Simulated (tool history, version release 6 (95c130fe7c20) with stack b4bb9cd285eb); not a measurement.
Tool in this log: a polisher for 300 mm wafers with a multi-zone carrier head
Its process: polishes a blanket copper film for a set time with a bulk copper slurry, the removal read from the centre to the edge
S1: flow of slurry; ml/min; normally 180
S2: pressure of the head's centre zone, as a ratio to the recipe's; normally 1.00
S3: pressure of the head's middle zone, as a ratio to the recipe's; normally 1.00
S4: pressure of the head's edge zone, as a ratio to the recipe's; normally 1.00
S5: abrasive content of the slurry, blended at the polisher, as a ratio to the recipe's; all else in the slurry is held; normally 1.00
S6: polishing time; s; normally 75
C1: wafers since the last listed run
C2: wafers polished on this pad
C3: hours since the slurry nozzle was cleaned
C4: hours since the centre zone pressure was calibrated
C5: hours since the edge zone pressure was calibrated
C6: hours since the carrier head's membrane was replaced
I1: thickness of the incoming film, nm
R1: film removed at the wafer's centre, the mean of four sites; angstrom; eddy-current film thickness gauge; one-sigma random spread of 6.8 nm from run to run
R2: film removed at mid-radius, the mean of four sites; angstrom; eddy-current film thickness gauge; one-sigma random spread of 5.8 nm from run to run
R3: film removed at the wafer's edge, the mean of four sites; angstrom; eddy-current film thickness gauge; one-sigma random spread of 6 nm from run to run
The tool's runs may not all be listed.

run     day   S1    S2    S3    S4    S5  S6    C1    C2     C3     C4     C5      C6      I1    R1    R2    R3
  1   0.000  180  1.00  1.00  1.00  1.00  75     0   488  680.3  135.4  444.4  1009.1  2339.5  5438  5155  5108
  2   0.996  180  1.00  1.00  1.00  1.00  75   340   829  704.2  159.3  468.3  1033.0  2340.8  5689  5090  5124
  3   2.062  180  1.00  1.00  1.00  1.00  75   364  1193  729.8  184.9  493.9  1058.6  2350.0  5712  5114  5139
  4   3.050  180  1.00  1.00  1.00  1.00  83   337  1531  753.5  208.6  517.6  1082.3  2354.9  6423  5641  5748
  5   3.917  180  1.08  1.00  1.00  1.00  75   296  1827  774.3  229.4  538.4  1103.1  2386.8  6192  5043  5189
      4.254  -- worn pad replaced by a new one, of another model than before
  6   5.071  180  1.08  1.00  1.00  1.00  75   337   279  802.0  257.1  566.1  1130.8  2389.9  6070  5164  5178
  7   5.975  180  1.08  1.00  1.00  1.00  75   308   588  823.7  278.8  587.8  1152.5  2363.2  6103  5016  5086
  8   7.267  230  1.04  1.00  1.00  1.00  75   441  1029  854.7  309.8  618.8  1183.5  2320.4  6280  5404  5234
  9   8.242  180  0.95  1.08  0.90  1.00  82   333  1363  878.1  333.2  642.2  1206.9  2332.7  5884  5825  5341
      9.021  -- centre zone pressure recalibrated
 10   9.404  180  1.00  1.00  1.00  1.00  75   368  1731  906.0    9.2  670.1  1234.8  2331.6  5231  5124  5114
      9.954  -- slurry nozzle cleaned
     10.150  -- carrier head's membrane replaced by a new one
     10.621  -- worn pad replaced by a new one
 11  10.671  205  1.00  1.04  1.00  1.00  75   293    17   17.2   39.6  700.5    12.5  2333.5  5371  5399  5289
 12  11.592  235  1.00  1.00  1.00  1.00  59   314   331   39.3   61.7  722.6    34.6  2298.3  4447  4230  4165
 13  14.942  200  1.10  1.00  1.00  1.00  75  1144  1476  119.7  142.1  803.0   115.0  2346.9  6100  5261  5226
     16.842  -- edge zone pressure recalibrated
     17.529  -- worn pad replaced by a new one
 14  17.875  180  1.00  1.00  1.00  1.00  75   917   118  190.1  212.5   24.8   185.4  2298.2  5632  5113  5106
 15  19.196  155  1.00  0.89  1.00  1.00  75   451   570  221.8  244.2   56.5   217.1  2337.8  5471  4651  4887
 16  20.117  145  1.00  1.00  1.00  1.00  57   314   884  243.9  266.3   78.6   239.2  2332.9  4058  3572  3679
 17  20.988  180  1.00  1.00  1.00  1.00  75   297  1182  264.8  287.2   99.5   260.1  2358.1  5599  5059  5183
 18  21.708  230  1.04  1.00  1.00  1.00  75   246  1428  282.1  304.5  116.8   277.4  2341.3  6058  5346  5302
 19  23.200  180  1.00  1.00  1.00  1.20  75   509  1938  317.9  340.3  152.6   313.2  2347.3  5971  5354  5302
     23.504  -- centre zone pressure recalibrated
     24.138  -- worn pad replaced by a new one
 20  24.258  180  1.00  1.00  1.00  1.00  75   276    40  343.3   18.1  178.0   338.6  2358.3  5168  5112  5041

Alternative continuations, all from the tool just after run 20; predict every row:
  A  24.275  180  1.00  1.00  1.00  1.00  75   5  46  343.7  18.5  178.4  339.0  2363.2   ?   ?   ?
  B  24.275  180  1.00  0.89  0.91  1.25  75   5  46  343.7  18.5  178.4  339.0  2363.2   ?   ?   ?
  C  24.275  180  1.00  1.00  1.07  1.00  75   5  46  343.7  18.5  178.4  339.0  2363.2   ?   ?   ?
  D  24.275  180  1.00  0.94  1.08  1.15  91   5  46  343.7  18.5  178.4  339.0  2363.2   ?   ?   ?
  E  24.275  245  1.11  1.00  0.93  0.80  75   5  46  343.7  18.5  178.4  339.0  2363.2   ?   ?   ?

run    R1    R2    R3
  A  5230  5088  5168
  B  5488  5067  5192
  C  5230  5087  5342
  D  6539  6184  6715
  E  5896  5128  4964
Without the tool's unlogged condition, the same runs would have read:
run    R1    R2    R3
  A  5107  5089  5168
  B  5359  5068  5192
  C  5107  5088  5342
  D  6386  6184  6715
  E  5758  5129  4964
